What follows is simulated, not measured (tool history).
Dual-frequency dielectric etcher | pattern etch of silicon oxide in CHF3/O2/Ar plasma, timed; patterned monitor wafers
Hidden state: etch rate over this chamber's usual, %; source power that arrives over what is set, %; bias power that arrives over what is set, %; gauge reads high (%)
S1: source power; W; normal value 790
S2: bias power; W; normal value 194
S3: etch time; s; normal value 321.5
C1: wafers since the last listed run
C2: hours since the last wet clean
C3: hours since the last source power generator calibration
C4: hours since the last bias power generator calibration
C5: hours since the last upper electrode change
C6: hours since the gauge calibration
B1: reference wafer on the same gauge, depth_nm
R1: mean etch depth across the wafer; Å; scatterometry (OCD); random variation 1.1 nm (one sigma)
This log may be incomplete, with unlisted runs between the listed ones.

| run | hour | S1 | S2 | S3 | C1 | C2 | C3 | C4 | C5 | C6 | B1 | R1 |
|---|---|---|---|---|---|---|---|---|---|---|---|---|
| 1 | 0 | 790 | 194 | 321.5 | 0 | 139.3 | 3941.1 | 3082.9 | 2496.4 | 1518.9 | 640.9 | 7239 |
| 2 | 54.3 | 790 | 194 | 321.5 | 297 | 193.6 | 3995.4 | 3137.2 | 2550.7 | 1573.2 | 641 | 7257 |
| 3 | 119.1 | 790 | 194 | 321.5 | 354 | 258.4 | 4060.2 | 3202 | 2615.5 | 1638 | 640.9 | 7266 |
| 4 | 147.9 | 790 | 194 | 321.5 | 157 | 287.2 | 4089 | 3230.8 | 2644.3 | 1666.8 | 641.1 | 7269 |
| 5 | 192.3 | 790 | 194 | 321.5 | 242 | 331.6 | 4133.4 | 3275.2 | 2688.7 | 1711.2 | 641.1 | 7285 |
| 6 | 232.5 | 790 | 194 | 321.5 | 219 | 371.8 | 4173.6 | 3315.4 | 2728.9 | 1751.4 | 641.2 | 7298 |
|  | 259.6 | gauge calibrated |
| 7 | 298.2 | 790 | 194 | 321.5 | 359 | 437.5 | 4239.3 | 3381.1 | 2794.6 | 38.6 | 641 | 7298 |
|  | 354.3 | bias power generator calibrated |
| 8 | 366.9 | 790 | 194 | 321.5 | 354 | 506.2 | 4308 | 12.6 | 2863.3 | 107.3 | 641.1 | 7259 |
|  | 406.8 | wet clean of the chamber |
| 9 | 407.3 | 790 | 194 | 321.5 | 89 | 0.5 | 4348.4 | 53 | 2903.7 | 147.7 | 641.2 | 7183 |
| 10 | 462.1 | 790 | 194 | 321.5 | 299 | 55.3 | 4403.2 | 107.8 | 2958.5 | 202.5 | 640.8 | 7182 |
| 11 | 558 | 790 | 194 | 321.5 | 524 | 151.2 | 4499.1 | 203.7 | 3054.4 | 298.4 | 641.2 | 7201 |
| 12 | 605.7 | 790 | 152 | 321.5 | 260 | 198.9 | 4546.8 | 251.4 | 3102.1 | 346.1 | 641.1 | 6838 |
| 13 | 659.9 | 740 | 176 | 389.5 | 296 | 253.1 | 4601 | 305.6 | 3156.3 | 400.3 | 641.1 | 8401 |
| 14 | 708.6 | 600 | 178 | 260 | 266 | 301.8 | 4649.7 | 354.3 | 3205 | 449 | 640.9 | 5353 |
| 15 | 755 | 920 | 194 | 321.5 | 253 | 348.2 | 4696.1 | 400.7 | 3251.4 | 495.4 | 641 | 7543 |
| 16 | 780.3 | 950 | 177 | 321.5 | 138 | 373.5 | 4721.4 | 426 | 3276.7 | 520.7 | 641 | 7438 |
| 17 | 834.7 | 980 | 194 | 257.5 | 297 | 427.9 | 4775.8 | 480.4 | 3331.1 | 575.1 | 641 | 6153 |
| 18 | 882.4 | 870 | 227 | 372.5 | 260 | 475.6 | 4823.5 | 528.1 | 3378.8 | 622.8 | 641 | 8962 |
|  | 929.4 | upper electrode replaced |
| 19 | 929.9 | 790 | 194 | 321.5 | 128 | 523.1 | 4871 | 575.6 | 0.5 | 670.3 | 641 | 7268 |
| 20 | 946.2 | 790 | 218 | 321.5 | 89 | 539.4 | 4887.3 | 591.9 | 16.8 | 686.6 | 640.8 | 7458 |
|  | 982.1 | wet clean of the chamber |
| 21 | 1010.8 | 790 | 194 | 321.5 | 222 | 28.7 | 4951.9 | 656.5 | 81.4 | 751.2 | 640.9 | 7199 |
|  | 1080.2 | source power generator calibrated |
| 22 | 1080.7 | 660 | 194 | 321.5 | 360 | 98.6 | 0.5 | 726.4 | 151.3 | 821.1 | 641 | 6886 |
| 23 | 1242.7 | 980 | 194 | 257.5 | 886 | 260.6 | 162.5 | 888.4 | 313.3 | 983.1 | 641 | 6139 |
| 24 | 1354.9 | 990 | 231 | 372.5 | 613 | 372.8 | 274.7 | 1000.6 | 425.5 | 1095.3 | 640.9 | 9295 |
| 25 | 1411.5 | 790 | 194 | 321.5 | 309 | 429.4 | 331.3 | 1057.2 | 482.1 | 1151.9 | 641.1 | 7255 |
|  | 1459.2 | wet clean of the chamber |
| 26 | 1461.2 | 960 | 194 | 321.5 | 140 | 2 | 381 | 1106.9 | 531.8 | 1201.6 | 641 | 7575 |
| 27 | 1487 | 790 | 209 | 396 | 141 | 27.8 | 406.8 | 1132.7 | 557.6 | 1227.4 | 641 | 9037 |
| 28 | 1511.8 | 870 | 233 | 292.5 | 135 | 52.6 | 431.6 | 1157.5 | 582.4 | 1252.2 | 641 | 7030 |
| 29 | 1572.7 | 940 | 162 | 237.5 | 333 | 113.5 | 492.5 | 1218.4 | 643.3 | 1313.1 | 641 | 5372 |
| 30 | 1621.1 | 720 | 156 | 407.5 | 264 | 161.9 | 540.9 | 1266.8 | 691.7 | 1361.5 | 640.8 | 8537 |

Measured less the same run without the tool's hidden state. The same run-to-run variation is in both; the gauge's scatter may not be:
| run | R1 |
|---|---|
| 1 | +77 |
| 2 | +85 |
| 3 | +96 |
| 4 | +101 |
| 5 | +108 |
| 6 | +114 |
| 7 | +125 |
| 8 | +57 |
| 9 | +3 |
| 10 | +13 |
| 11 | +28 |
| 12 | +34 |
| 13 | +51 |
| 14 | +38 |
| 15 | +62 |
| 16 | +65 |
| 17 | +61 |
| 18 | +99 |
| 19 | +87 |
| 20 | +93 |
| 21 | +16 |
| 22 | +27 |
| 23 | +46 |
| 24 | +93 |
| 25 | +81 |
| 26 | +26 |
| 27 | +37 |
| 28 | +33 |
| 29 | +31 |
| 30 | +59 |
